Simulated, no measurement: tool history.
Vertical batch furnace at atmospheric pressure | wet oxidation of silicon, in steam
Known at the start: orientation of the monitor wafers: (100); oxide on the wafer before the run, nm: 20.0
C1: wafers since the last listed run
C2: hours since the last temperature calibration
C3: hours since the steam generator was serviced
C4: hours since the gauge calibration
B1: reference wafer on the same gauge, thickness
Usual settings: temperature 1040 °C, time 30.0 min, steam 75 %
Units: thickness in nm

Run 1, day 0.000: usual settings; C1 0; C2 3378.3; C3 608.1; C4 682.9; B1 326.17. Result: thickness 318.29 nm.
Run 2, day 3.071: usual settings; C1 899; C2 3452.0; C3 681.8; C4 756.6; B1 325.92. Result: thickness 316.61 nm.
Run 3, day 4.888: usual settings; C1 531; C2 3495.6; C3 725.4; C4 800.2; B1 326.09. Result: thickness 319.06 nm.
Run 4, day 9.317: usual settings but steam 70 %; C1 1296; C2 3601.9; C3 831.7; C4 906.5; B1 325.98. Result: thickness 302.84 nm.
Run 5, day 16.071: usual settings but steam 70 %; C1 1977; C2 3764.0; C3 993.8; C4 1068.6; B1 325.90. Result: thickness 302.53 nm.
Run 6, day 20.242: usual settings but steam 70 %; C1 1221; C2 3864.1; C3 1093.9; C4 1168.7; B1 325.99. Result: thickness 303.50 nm.
Run 7, day 22.625: usual settings but time 33.5 min; C1 697; C2 3921.3; C3 1151.1; C4 1225.9; B1 326.20. Result: thickness 339.48 nm.
Run 8, day 24.692: usual settings but time 33.5 min; C1 605; C2 3970.9; C3 1200.7; C4 1275.5; B1 326.23. Result: thickness 339.66 nm.
Run 9, day 27.404: usual settings but time 33.5 min; C1 794; C2 4036.0; C3 1265.8; C4 1340.6; B1 326.22. Result: thickness 340.71 nm.
Run 10, day 30.225: usual settings; C1 825; C2 4103.7; C3 1333.5; C4 1408.3; B1 326.16. Result: thickness 313.96 nm.
At day 32.338: thermocouples replaced and temperature profile calibrated.
Run 11, day 34.133: usual settings but time 27.0 min; C1 851; C2 43.1; C3 1427.3; C4 1502.1; B1 325.92. Result: thickness 286.08 nm.
Run 12, day 37.908: usual settings but time 27.0 min; C1 1105; C2 133.7; C3 1517.9; C4 1592.7; B1 326.00. Result: thickness 286.85 nm.
Run 13, day 42.283: usual settings but temperature 1052 °C, steam 66 %; C1 1280; C2 238.7; C3 1622.9; C4 1697.7; B1 325.93. Result: thickness 303.81 nm.
Run 14, day 46.021: usual settings but steam 70 %; C1 1094; C2 328.4; C3 1712.6; C4 1787.4; B1 326.04. Result: thickness 293.11 nm.
At day 48.171: steam generator serviced.
Run 15, day 50.417: usual settings but temperature 1059 °C, time 37.0 min, steam 64 %; C1 994; C2 433.9; C3 53.9; C4 1892.9; B1 325.88. Result: thickness 363.84 nm.
Run 16, day 52.079: usual settings but temperature 1025 °C, steam 67 %; C1 486; C2 473.8; C3 93.8; C4 1932.8; B1 325.94. Result: thickness 263.28 nm.
At day 53.575: gauge calibrated.
Run 17, day 55.858: usual settings but temperature 1047 °C, time 20.5 min, steam 66 %; C1 1106; C2 564.5; C3 184.5; C4 54.8; B1 326.02. Result: thickness 236.43 nm.
Run 18, day 58.208: usual settings; C1 688; C2 620.9; C3 240.9; C4 111.2; B1 326.07. Result: thickness 314.40 nm.
Run 19, day 61.979: usual settings but temperature 1053 °C, time 23.0 min; C1 1104; C2 711.4; C3 331.4; C4 201.7; B1 325.68. Result: thickness 287.71 nm.
Run 20, day 64.829: usual settings but temperature 1053 °C, time 23.0 min; C1 834; C2 779.8; C3 399.8; C4 270.1; B1 325.95. Result: thickness 287.30 nm.
Run 21, day 68.325: usual settings; C1 1023; C2 863.7; C3 483.7; C4 354.0; B1 325.89. Result: thickness 312.11 nm.
Run 22, day 70.712: usual settings but temperature 1031 °C, time 22.0 min; C1 699; C2 921.0; C3 541.0; C4 411.3; B1 325.90. Result: thickness 239.45 nm.
Run 23, day 72.262: usual settings; C1 453; C2 958.2; C3 578.2; C4 448.5; B1 325.96. Result: thickness 314.06 nm.
Run 24, day 75.733: usual settings but temperature 1063 °C, time 44.0 min, steam 67 %; C1 1016; C2 1041.5; C3 661.5; C4 531.8; B1 326.02. Result: thickness 426.39 nm.
Run 25, day 77.529: usual settings but time 23.0 min, steam 82 %; C1 525; C2 1084.6; C3 704.6; C4 574.9; B1 326.01. Result: thickness 280.59 nm.
Run 26, day 80.575: usual settings but time 24.5 min, steam 70 %; C1 891; C2 1157.7; C3 777.7; C4 648.0; B1 326.02. Result: thickness 261.45 nm.

3 ways to go on from here, each from the tool as it stands after run 26. What would each give?
Run A, day 80.767: usual settings but steam 83 %; C1 56; C2 1162.3; C3 782.3; C4 652.6; B1 ?. Result: thickness ?.
Run B, day 80.767: usual settings but temperature 1060 °C, time 16.5 min, steam 70 %; C1 56; C2 1162.3; C3 782.3; C4 652.6; B1 ?. Result: thickness ?.
Run C, day 80.767: usual settings but temperature 1051 °C; C1 56; C2 1162.3; C3 782.3; C4 652.6; B1 ?. Result: thickness ?.

run      B1  thickness
  A  325.96     333.94
  B  325.96     231.32
  C  325.96     335.24
Without the tool's hidden state the same runs would have given:
run  thickness
  A     334.82
  B     231.80
  C     336.20

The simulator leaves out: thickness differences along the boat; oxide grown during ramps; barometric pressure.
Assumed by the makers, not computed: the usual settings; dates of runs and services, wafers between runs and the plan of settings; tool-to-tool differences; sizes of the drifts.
